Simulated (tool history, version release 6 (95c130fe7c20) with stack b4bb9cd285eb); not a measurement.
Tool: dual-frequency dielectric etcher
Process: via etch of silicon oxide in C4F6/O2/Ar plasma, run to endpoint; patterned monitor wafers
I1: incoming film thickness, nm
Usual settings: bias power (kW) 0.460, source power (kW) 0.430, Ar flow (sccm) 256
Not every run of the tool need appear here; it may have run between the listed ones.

{"run": 1, "hour": 0.0, "bias power (kW)": 0.46, "source power (kW)": 0.43, "Ar flow (sccm)": 256, "I1": 70.3, "endpoint time (s)": 14.3}
{"run": 2, "hour": 25.0, "bias power (kW)": 0.46, "source power (kW)": 0.43, "Ar flow (sccm)": 256, "I1": 69.4, "endpoint time (s)": 14.1}
{"run": 3, "hour": 57.2, "bias power (kW)": 0.46, "source power (kW)": 0.43, "Ar flow (sccm)": 256, "I1": 70.0, "endpoint time (s)": 14.3}
{"run": 4, "hour": 109.1, "bias power (kW)": 0.46, "source power (kW)": 0.43, "Ar flow (sccm)": 256, "I1": 70.6, "endpoint time (s)": 15.0}
{"run": 5, "hour": 158.2, "bias power (kW)": 0.46, "source power (kW)": 0.43, "Ar flow (sccm)": 256, "I1": 69.9, "endpoint time (s)": 14.7}
{"run": 6, "hour": 198.1, "bias power (kW)": 0.46, "source power (kW)": 0.43, "Ar flow (sccm)": 256, "I1": 70.3, "endpoint time (s)": 14.8}
{"run": 7, "hour": 249.8, "bias power (kW)": 0.46, "source power (kW)": 0.43, "Ar flow (sccm)": 256, "I1": 70.3, "endpoint time (s)": 14.7}
{"run": 8, "hour": 300.0, "bias power (kW)": 0.46, "source power (kW)": 0.48, "Ar flow (sccm)": 256, "I1": 70.1, "endpoint time (s)": 14.0}
{"run": 9, "hour": 368.2, "bias power (kW)": 0.491, "source power (kW)": 0.49, "Ar flow (sccm)": 256, "I1": 69.5, "endpoint time (s)": 13.5}
{"run": 10, "hour": 418.5, "bias power (kW)": 0.46, "source power (kW)": 0.47, "Ar flow (sccm)": 224, "I1": 70.3, "endpoint time (s)": 13.9}
{"run": 11, "hour": 459.4, "bias power (kW)": 0.508, "source power (kW)": 0.33, "Ar flow (sccm)": 256, "I1": 70.1, "endpoint time (s)": 16.0}
{"run": 12, "hour": 505.8, "bias power (kW)": 0.46, "source power (kW)": 0.43, "Ar flow (sccm)": 256, "I1": 70.1, "endpoint time (s)": 14.7}
{"run": 13, "hour": 532.1, "bias power (kW)": 0.56, "source power (kW)": 0.37, "Ar flow (sccm)": 256, "I1": 70.1, "endpoint time (s)": 14.8}
{"run": 14, "hour": 575.9, "bias power (kW)": 0.46, "source power (kW)": 0.46, "Ar flow (sccm)": 279, "I1": 70.9, "endpoint time (s)": 14.5}
{"run": 15, "hour": 610.0, "bias power (kW)": 0.46, "source power (kW)": 0.43, "Ar flow (sccm)": 256, "I1": 69.2, "endpoint time (s)": 14.5}
{"run": 16, "hour": 689.5, "bias power (kW)": 0.46, "source power (kW)": 0.34, "Ar flow (sccm)": 256, "I1": 70.4, "endpoint time (s)": 15.8}
{"run": 17, "hour": 743.7, "bias power (kW)": 0.46, "source power (kW)": 0.33, "Ar flow (sccm)": 256, "I1": 70.0, "endpoint time (s)": 15.7}
{"run": 18, "hour": 777.0, "bias power (kW)": 0.46, "source power (kW)": 0.43, "Ar flow (sccm)": 256, "I1": 68.8, "endpoint time (s)": 14.0}
{"run": 19, "hour": 810.2, "bias power (kW)": 0.418, "source power (kW)": 0.43, "Ar flow (sccm)": 256, "I1": 69.8, "endpoint time (s)": 15.1}
{"run": 20, "hour": 844.6, "bias power (kW)": 0.545, "source power (kW)": 0.43, "Ar flow (sccm)": 256, "I1": 70.2, "endpoint time (s)": 14.4}
{"run": 21, "hour": 898.1, "bias power (kW)": 0.46, "source power (kW)": 0.43, "Ar flow (sccm)": 256, "I1": 69.4, "endpoint time (s)": 14.4}
{"run": 22, "hour": 956.5, "bias power (kW)": 0.565, "source power (kW)": 0.53, "Ar flow (sccm)": 222, "I1": 70.7, "endpoint time (s)": 12.7}
{"run": 23, "hour": 990.0, "bias power (kW)": 0.51, "source power (kW)": 0.34, "Ar flow (sccm)": 200, "I1": 69.9, "endpoint time (s)": 15.2}
{"run": 24, "hour": 1048.4, "bias power (kW)": 0.352, "source power (kW)": 0.52, "Ar flow (sccm)": 256, "I1": 69.9, "endpoint time (s)": 14.1}
{"run": 25, "hour": 1076.5, "bias power (kW)": 0.46, "source power (kW)": 0.43, "Ar flow (sccm)": 256, "I1": 70.0, "endpoint time (s)": 14.3}
{"run": 26, "hour": 1112.3, "bias power (kW)": 0.46, "source power (kW)": 0.4, "Ar flow (sccm)": 256, "I1": 70.2, "endpoint time (s)": 14.8}
{"run": 27, "hour": 1166.9, "bias power (kW)": 0.46, "source power (kW)": 0.39, "Ar flow (sccm)": 284, "I1": 69.8, "endpoint time (s)": 14.8}
{"run": 28, "hour": 1249.3, "bias power (kW)": 0.418, "source power (kW)": 0.43, "Ar flow (sccm)": 256, "I1": 70.4, "endpoint time (s)": 15.4}
{"run": 29, "hour": 1266.7, "bias power (kW)": 0.46, "source power (kW)": 0.43, "Ar flow (sccm)": 256, "I1": 70.1, "endpoint time (s)": 14.8}

Not shown here: 6 entries made in the log between runs. Locate each between two listed runs and compare the hidden state at the listed run before it with the hidden state at the listed run after it:
From run 3 to run 4: wet clean of the chamber (hour 81.6); bias power generator calibrated (hour 84.9)
  etch rate over this chamber's usual, %: 4.01 -> -0.0332
  what was measured, less what the result would be without the hidden state, endpoint time (s): -0.5 -> +0.0
From run 7 to run 8: source power generator calibrated (hour 284.0)
  etch rate over this chamber's usual, %: 1.68 -> 2.29
  what was measured, less what the result would be without the hidden state, endpoint time (s): -0.2 -> -0.3
From run 10 to run 11: wet clean of the chamber (hour 458.9)
  etch rate over this chamber's usual, %: 3.73 -> 0.206
  what was measured, less what the result would be without the hidden state, endpoint time (s): -0.5 -> -0.1
From run 18 to run 19: wet clean of the chamber (hour 809.7)
  etch rate over this chamber's usual, %: 4.07 -> 0.285
  what was measured, less what the result would be without the hidden state, endpoint time (s): -0.6 -> +0.0
From run 27 to run 28: wet clean of the chamber (hour 1248.8)
  etch rate over this chamber's usual, %: 4.62 -> 0.0974
  what was measured, less what the result would be without the hidden state, endpoint time (s): -0.7 -> +0.0
